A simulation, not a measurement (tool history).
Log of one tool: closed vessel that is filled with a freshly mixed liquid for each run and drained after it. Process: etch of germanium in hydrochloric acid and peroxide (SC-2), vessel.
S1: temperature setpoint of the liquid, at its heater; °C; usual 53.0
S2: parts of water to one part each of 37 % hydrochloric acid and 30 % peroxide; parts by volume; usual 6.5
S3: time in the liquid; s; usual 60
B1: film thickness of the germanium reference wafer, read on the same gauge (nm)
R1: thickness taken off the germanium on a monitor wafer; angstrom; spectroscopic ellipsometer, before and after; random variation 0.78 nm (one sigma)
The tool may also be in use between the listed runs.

run,hour,S1,S2,S3,B1,R1
1,0.0,53.0,6.5,60,29.99,1522.8
2,16.2,53.0,6.5,60,30.01,1514.0
3,27.5,53.0,6.5,60,30.00,1515.2
4,45.3,53.0,8.5,60,30.01,1494.1
# hour 49.9: chemicals flow meter replaced
5,57.4,53.0,8.5,60,30.01,1497.3
# hour 62.6: new drum of peroxide connected
6,73.1,53.0,8.5,60,30.00,1509.4
7,86.7,53.0,6.5,60,30.00,1521.1
# hour 97.5: gauge calibrated
8,102.0,53.0,6.5,60,30.03,1532.8
9,113.3,53.0,6.5,60,30.01,1527.6
10,123.6,53.0,6.0,75,29.97,1929.3
11,130.3,46.5,7.5,60,30.00,1238.7
12,148.2,43.5,8.5,80,30.03,1484.0
13,165.0,59.5,6.5,30,29.98,930.4
14,182.3,57.5,7.5,35,29.99,1015.7
15,192.3,53.0,6.0,75,30.00,1900.7
16,205.5,59.0,7.5,60,30.02,1831.0
# hour 212.6: thermometer replaced
17,214.9,59.0,7.5,75,30.00,2167.7

Forecast run 18:
18,227.5,62.0,6.5,60,?,?

Run 18 gave B1 29.99, R1 1889.3 angstrom.
Without the tool's hidden state the same run would have given R1 1873.8 angstrom.
